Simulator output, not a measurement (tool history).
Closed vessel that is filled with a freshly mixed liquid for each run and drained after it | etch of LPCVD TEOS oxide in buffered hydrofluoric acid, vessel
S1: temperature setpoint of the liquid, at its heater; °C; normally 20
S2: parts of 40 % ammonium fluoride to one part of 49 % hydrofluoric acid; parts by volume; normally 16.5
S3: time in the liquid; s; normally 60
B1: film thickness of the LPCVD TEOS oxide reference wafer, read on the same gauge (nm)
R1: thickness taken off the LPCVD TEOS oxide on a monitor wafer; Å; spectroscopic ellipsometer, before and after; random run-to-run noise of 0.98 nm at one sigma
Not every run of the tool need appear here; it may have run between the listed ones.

{"run": 1, "hour": 0.0, "S1": 23, "S2": 16.5, "S3": 60, "B1": 90.01, "R1": 1793.3}
{"run": 2, "hour": 41.7, "S1": 20, "S2": 16.5, "S3": 85, "B1": 90.01, "R1": 2159.9}
{"run": 3, "hour": 87.5, "S1": 20, "S2": 16.5, "S3": 85, "B1": 89.98, "R1": 2113.4}
{"run": 4, "hour": 122.5, "S1": 20, "S2": 16.5, "S3": 85, "B1": 90, "R1": 2118.4}
{"run": 5, "hour": 242.6, "S1": 20, "S2": 16.5, "S3": 60, "B1": 89.99, "R1": 1509.1}
{"run": 6, "hour": 308.2, "S1": 20, "S2": 16.5, "S3": 60, "B1": 89.99, "R1": 1493.4}
{"run": 7, "hour": 374.5, "S1": 20, "S2": 16.5, "S3": 60, "B1": 90.02, "R1": 1505}
{"run": 8, "hour": 409.5, "S1": 20, "S2": 20, "S3": 60, "B1": 90.03, "R1": 1262.1}
{"run": 9, "hour": 478.3, "S1": 20, "S2": 20, "S3": 60, "B1": 90.02, "R1": 1254.2}
{"run": 10, "hour": 534.1, "S1": 20, "S2": 16.5, "S3": 60, "B1": 89.99, "R1": 1516}
{"run": 11, "hour": 564.4, "S1": 20, "S2": 20, "S3": 70, "B1": 90, "R1": 1462.3}
{"run": 12, "hour": 594.3, "S1": 20, "S2": 16.5, "S3": 60, "B1": 89.99, "R1": 1489.6}
{"run": 13, "hour": 664.4, "S1": 20, "S2": 16.5, "S3": 60, "B1": 89.99, "R1": 1498.1}
{"run": 14, "hour": 708.1, "S1": 18.5, "S2": 16.5, "S3": 80, "B1": 90.02, "R1": 1846.9}
{"run": 15, "hour": 740.8, "S1": 20, "S2": 16.5, "S3": 85, "B1": 90, "R1": 2140.2}
{"run": 16, "hour": 781.6, "S1": 24.5, "S2": 11, "S3": 50, "B1": 90.01, "R1": 2393.7}
{"hour": 865.9, "done": "hydrofluoric acid flow meter replaced"}
{"hour": 870.9, "done": "thermometer replaced"}
{"run": 17, "hour": 919.3, "S1": 20, "S2": 16.5, "S3": 75, "B1": 89.98, "R1": 1916.1}
{"run": 18, "hour": 1003.8, "S1": 18, "S2": 16.5, "S3": 60, "B1": 90.01, "R1": 1360.4}
{"run": 19, "hour": 1038.4, "S1": 17, "S2": 14, "S3": 80, "B1": 90, "R1": 2022.9}
{"hour": 1048.4, "done": "gauge calibrated"}
{"run": 20, "hour": 1094.0, "S1": 17, "S2": 20.5, "S3": 85, "B1": 89.98, "R1": 1486.1}
{"run": 21, "hour": 1163.0, "S1": 17, "S2": 16.5, "S3": 30, "B1": 90.04, "R1": 647.5}
{"run": 22, "hour": 1223.3, "S1": 22.5, "S2": 18, "S3": 60, "B1": 90.02, "R1": 1600.2}
{"run": 23, "hour": 1254.9, "S1": 20, "S2": 16.5, "S3": 60, "B1": 89.99, "R1": 1536.7}
{"run": 24, "hour": 1316.7, "S1": 24, "S2": 11.5, "S3": 60, "B1": 90.01, "R1": 2687.9}
{"run": 25, "hour": 1360.2, "S1": 20, "S2": 16.5, "S3": 60, "B1": 89.99, "R1": 1530}
{"run": 26, "hour": 1406.5, "S1": 17, "S2": 18.5, "S3": 75, "B1": 89.99, "R1": 1426.3}
{"run": 27, "hour": 1442.2, "S1": 24, "S2": 14.5, "S3": 60, "B1": 90, "R1": 2164.2}

Pick out some run-to-run changes in R1. Of each, how much would a tool without hidden state show as well, from the settings, what came in and chance, and how much is left for the hidden state and any gauge scatter not in both results compared?
Hidden conditions of the tool in this case: liquid hotter than its thermometer reads (K); hydrofluoric acid flow below the setpoint (%); gauge reads high (%).
Run 9 -> 10: S2 20 -> 16.5. R1 +261.8 Å: hidden state -21.2, all else +283.
Run 16 -> 17: S1 24.5 -> 20, S2 11 -> 16.5, S3 50 -> 75, hydrofluoric acid flow meter replaced, thermometer replaced. R1 -477.6 Å: hidden state +53.9, all else -531.5.
Run 23 -> 24: S1 20 -> 24, S2 16.5 -> 11.5. R1 +1151.2 Å: hidden state -3.2, all else +1154.4.
Run 24 -> 25: S1 24 -> 20, S2 11.5 -> 16.5. R1 -1157.9 Å: hidden state +1.7, all else -1159.6.

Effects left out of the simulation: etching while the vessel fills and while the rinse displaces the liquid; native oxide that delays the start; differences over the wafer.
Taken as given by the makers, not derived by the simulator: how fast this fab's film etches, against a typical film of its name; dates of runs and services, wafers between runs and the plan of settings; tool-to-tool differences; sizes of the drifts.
